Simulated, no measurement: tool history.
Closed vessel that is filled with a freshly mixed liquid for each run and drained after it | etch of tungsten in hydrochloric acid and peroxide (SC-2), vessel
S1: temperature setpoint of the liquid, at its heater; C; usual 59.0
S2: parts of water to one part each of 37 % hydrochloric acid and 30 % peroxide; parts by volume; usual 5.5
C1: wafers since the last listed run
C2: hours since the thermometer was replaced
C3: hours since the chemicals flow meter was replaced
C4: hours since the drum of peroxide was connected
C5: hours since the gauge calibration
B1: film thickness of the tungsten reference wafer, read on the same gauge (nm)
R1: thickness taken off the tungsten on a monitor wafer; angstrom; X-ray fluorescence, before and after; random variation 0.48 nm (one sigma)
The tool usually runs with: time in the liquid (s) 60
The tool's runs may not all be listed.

Run 1, hour 0.0: usual settings; C1 0; C2 1234.4; C3 132.2; C4 604.6; C5 974.8; B1 125.35. Result: R1 604.2 angstrom.
Run 2, hour 105.4: usual settings; C1 9834; C2 1339.8; C3 237.6; C4 710.0; C5 1080.2; B1 124.81. Result: R1 604.4 angstrom.
Run 3, hour 160.7: usual settings; C1 5159; C2 1395.1; C3 292.9; C4 765.3; C5 1135.5; B1 124.57. Result: R1 604.9 angstrom.
Run 4, hour 197.7: usual settings but S2 7.5 parts by volume; C1 3452; C2 1432.1; C3 329.9; C4 802.3; C5 1172.5; B1 124.35. Result: R1 479.6 angstrom.
At hour 227.2: chemicals flow meter replaced.
Run 5, hour 243.3: usual settings; C1 4161; C2 1477.7; C3 16.1; C4 847.9; C5 1218.1; B1 124.12. Result: R1 600.5 angstrom.
Run 6, hour 323.8: usual settings; C1 7511; C2 1558.2; C3 96.6; C4 928.4; C5 1298.6; B1 123.70. Result: R1 599.2 angstrom.
Run 7, hour 430.8: usual settings; C1 9983; C2 1665.2; C3 203.6; C4 1035.4; C5 1405.6; B1 123.19. Result: R1 586.1 angstrom.
Run 8, hour 484.8: usual settings; C1 5038; C2 1719.2; C3 257.6; C4 1089.4; C5 1459.6; B1 122.85. Result: R1 594.2 angstrom.
Run 9, hour 587.3: usual settings but S1 53.5 C; C1 9563; C2 1821.7; C3 360.1; C4 1191.9; C5 1562.1; B1 122.32. Result: R1 414.6 angstrom.
Run 10, hour 637.4: usual settings but time in the liquid (s) 35; C1 4674; C2 1871.8; C3 410.2; C4 1242.0; C5 1612.2; B1 122.09. Result: R1 344.3 angstrom.
At hour 661.1: chemicals flow meter replaced.
At hour 810.1: new drum of peroxide connected.
Run 11, hour 916.4: usual settings but time in the liquid (s) 35; C1 25845; C2 2150.8; C3 255.3; C4 106.3; C5 1891.2; B1 120.64. Result: R1 342.9 angstrom.
Run 12, hour 1016.6: usual settings but S1 50.0 C, S2 4.0 parts by volume; C1 9349; C2 2251.0; C3 355.5; C4 206.5; C5 1991.4; B1 120.11. Result: R1 408.0 angstrom.
At hour 1090.7: chemicals flow meter replaced.
Run 13, hour 1118.3: usual settings but S1 53.0 C, S2 4.0 parts by volume, time in the liquid (s) 75; C1 9395; C2 2352.7; C3 27.6; C4 308.2; C5 2093.1; B1 119.60. Result: R1 614.9 angstrom.
At hour 1195.6: gauge calibrated.
Run 14, hour 1199.7: usual settings but S1 53.5 C; C1 7595; C2 2434.1; C3 109.0; C4 389.6; C5 4.1; B1 130.82. Result: R1 447.4 angstrom.
Run 15, hour 1257.7: usual settings but S2 6.5 parts by volume, time in the liquid (s) 30; C1 5411; C2 2492.1; C3 167.0; C4 447.6; C5 62.1; B1 130.48. Result: R1 279.5 angstrom.
At hour 1272.9: thermometer replaced.
Run 16, hour 1424.6: usual settings but S1 53.5 C, S2 4.0 parts by volume, time in the liquid (s) 30; C1 15479; C2 151.7; C3 333.9; C4 614.5; C5 229.0; B1 129.63. Result: R1 276.5 angstrom.
At hour 1450.2: chemicals flow meter replaced.
Run 17, hour 1514.6: usual settings but S2 4.0 parts by volume, time in the liquid (s) 30; C1 8304; C2 241.7; C3 64.4; C4 704.5; C5 319.0; B1 129.14. Result: R1 390.8 angstrom.
Run 18, hour 1569.1: usual settings but S2 7.5 parts by volume, time in the liquid (s) 30; C1 5085; C2 296.2; C3 118.9; C4 759.0; C5 373.5; B1 128.85. Result: R1 245.2 angstrom.
Run 19, hour 1675.1: usual settings but S1 56.5 C, time in the liquid (s) 40; C1 9890; C2 402.2; C3 224.9; C4 865.0; C5 479.5; B1 128.35. Result: R1 354.5 angstrom.
Run 20, hour 1714.4: usual settings; C1 3666; C2 441.5; C3 264.2; C4 904.3; C5 518.8; B1 128.13. Result: R1 622.4 angstrom.
Run 21, hour 1756.3: usual settings; C1 3909; C2 483.4; C3 306.1; C4 946.2; C5 560.7; B1 127.94. Result: R1 626.0 angstrom.
Run 22, hour 1893.1: usual settings but S1 50.0 C, S2 4.0 parts by volume; C1 12764; C2 620.2; C3 442.9; C4 1083.0; C5 697.5; B1 127.18. Result: R1 426.0 angstrom.

What if the next run were any one of these 5? Each begins from the tool's condition after run 22:
Run A, hour 1893.8: usual settings; C1 65; C2 620.9; C3 443.6; C4 1083.7; C5 698.2; B1 ?. Result: R1 ?.
Run B, hour 1893.8: usual settings but time in the liquid (s) 45; C1 65; C2 620.9; C3 443.6; C4 1083.7; C5 698.2; B1 ?. Result: R1 ?.
Run C, hour 1893.8: usual settings but S1 63.0 C, S2 7.0 parts by volume, time in the liquid (s) 80; C1 65; C2 620.9; C3 443.6; C4 1083.7; C5 698.2; B1 ?. Result: R1 ?.
Run D, hour 1893.8: usual settings but S1 68.0 C, S2 8.0 parts by volume, time in the liquid (s) 70; C1 65; C2 620.9; C3 443.6; C4 1083.7; C5 698.2; B1 ?. Result: R1 ?.
Run E, hour 1893.8: usual settings but S1 49.5 C, time in the liquid (s) 95; C1 65; C2 620.9; C3 443.6; C4 1083.7; C5 698.2; B1 ?. Result: R1 ?.

run      B1     R1
  A  127.21  616.1
  B  127.21  462.1
  C  127.21  878.5
  D  127.21  937.2
  E  127.21  526.2
Without the tool's hidden state the same runs would have given:
run     R1
  A  629.8
  B  472.3
  C  898.0
  D  958.0
  E  537.9
